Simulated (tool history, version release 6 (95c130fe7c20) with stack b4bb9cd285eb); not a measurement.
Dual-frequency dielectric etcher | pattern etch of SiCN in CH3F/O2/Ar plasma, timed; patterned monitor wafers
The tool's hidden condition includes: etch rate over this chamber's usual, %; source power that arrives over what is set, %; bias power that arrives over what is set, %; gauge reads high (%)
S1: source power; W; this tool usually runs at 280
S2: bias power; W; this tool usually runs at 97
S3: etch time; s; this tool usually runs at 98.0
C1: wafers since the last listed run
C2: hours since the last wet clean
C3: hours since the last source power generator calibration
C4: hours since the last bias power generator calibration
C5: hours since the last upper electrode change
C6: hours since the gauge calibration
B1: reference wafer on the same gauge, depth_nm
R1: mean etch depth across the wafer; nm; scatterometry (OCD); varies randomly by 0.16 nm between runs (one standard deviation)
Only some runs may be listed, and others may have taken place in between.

run 1 day=0.000 | S1=280 S2=97 S3=112.0 | C1=0 C2=352.4 C3=2579.0 C4=4535.4 C5=3453.3 C6=53.6 | B1=32.72 | R1=45.52
run 2 day=0.304 | S1=280 S2=97 S3=112.0 | C1=78 C2=359.7 C3=2586.3 C4=4542.7 C5=3460.6 C6=60.9 | B1=32.68 | R1=45.44
run 3 day=0.779 | S1=280 S2=97 S3=112.0 | C1=123 C2=371.1 C3=2597.7 C4=4554.1 C5=3472.0 C6=72.3 | B1=32.68 | R1=45.52
run 4 day=1.146 | S1=240 S2=97 S3=98.0 | C1=95 C2=379.9 C3=2606.5 C4=4562.9 C5=3480.8 C6=81.1 | B1=32.69 | R1=38.54
-- day=2.300 wet clean of the chamber
run 5 day=2.321 | S1=240 S2=97 S3=98.0 | C1=45 C2=0.5 C3=2634.7 C4=4591.1 C5=3509.0 C6=109.3 | B1=32.69 | R1=36.15
run 6 day=2.338 | S1=240 S2=97 S3=98.0 | C1=4 C2=0.9 C3=2635.1 C4=4591.5 C5=3509.4 C6=109.7 | B1=32.71 | R1=36.03
run 7 day=2.350 | S1=280 S2=97 S3=98.0 | C1=3 C2=1.2 C3=2635.4 C4=4591.8 C5=3509.7 C6=110.0 | B1=32.69 | R1=37.47
-- day=2.612 source power generator calibrated
run 8 day=3.017 | S1=340 S2=74 S3=118.5 | C1=129 C2=17.2 C3=9.7 C4=4607.8 C5=3525.7 C6=126.0 | B1=32.71 | R1=43.19
-- day=4.079 upper electrode replaced
run 9 day=4.100 | S1=320 S2=84 S3=110.5 | C1=21 C2=43.2 C3=35.7 C4=4633.8 C5=0.5 C6=152.0 | B1=32.72 | R1=41.24
run 10 day=4.333 | S1=240 S2=117 S3=127.5 | C1=60 C2=48.8 C3=41.3 C4=4639.4 C5=6.1 C6=157.6 | B1=32.71 | R1=51.40
-- day=4.888 bias power generator calibrated
-- day=4.892 gauge calibrated
run 11 day=4.908 | S1=280 S2=118 S3=77.5 | C1=105 C2=62.6 C3=55.1 C4=0.5 C5=19.9 C6=0.4 | B1=32.68 | R1=32.40
run 12 day=5.138 | S1=280 S2=97 S3=98.0 | C1=59 C2=68.1 C3=60.6 C4=6.0 C5=25.4 C6=5.9 | B1=32.69 | R1=38.02
run 13 day=5.583 | S1=280 S2=97 S3=98.0 | C1=115 C2=78.8 C3=71.3 C4=16.7 C5=36.1 C6=16.6 | B1=32.68 | R1=37.79
run 14 day=6.029 | S1=280 S2=97 S3=98.0 | C1=115 C2=89.5 C3=82.0 C4=27.4 C5=46.8 C6=27.3 | B1=32.66 | R1=37.99
run 15 day=6.338 | S1=320 S2=75 S3=85.0 | C1=79 C2=96.9 C3=89.4 C4=34.8 C5=54.2 C6=34.7 | B1=32.71 | R1=30.94

Alternative continuations, all from the tool just after run 15; predict every row:
run A day=6.354 | S1=220 S2=97 S3=98.0 | C1=4 C2=97.3 C3=89.8 C4=35.2 C5=54.6 C6=35.1 | B1=? | R1=?
run B day=6.354 | S1=240 S2=81 S3=98.0 | C1=4 C2=97.3 C3=89.8 C4=35.2 C5=54.6 C6=35.1 | B1=? | R1=?
run C day=6.354 | S1=240 S2=97 S3=123.5 | C1=4 C2=97.3 C3=89.8 C4=35.2 C5=54.6 C6=35.1 | B1=? | R1=?
run D day=6.354 | S1=300 S2=97 S3=98.0 | C1=4 C2=97.3 C3=89.8 C4=35.2 C5=54.6 C6=35.1 | B1=? | R1=?
run E day=6.354 | S1=280 S2=111 S3=79.0 | C1=4 C2=97.3 C3=89.8 C4=35.2 C5=54.6 C6=35.1 | B1=? | R1=?

run=A B1=32.72 R1=36.06
run=B B1=32.72 R1=34.29
run=C B1=32.72 R1=46.32
run=D B1=32.72 R1=38.72
run=E B1=32.72 R1=32.36
The same runs, with their run-to-run variation unchanged, on a tool lacking any hidden condition would have given:
run=A R1=35.60
run=B R1=33.86
run=C R1=45.73
run=D R1=38.23
run=E R1=31.95

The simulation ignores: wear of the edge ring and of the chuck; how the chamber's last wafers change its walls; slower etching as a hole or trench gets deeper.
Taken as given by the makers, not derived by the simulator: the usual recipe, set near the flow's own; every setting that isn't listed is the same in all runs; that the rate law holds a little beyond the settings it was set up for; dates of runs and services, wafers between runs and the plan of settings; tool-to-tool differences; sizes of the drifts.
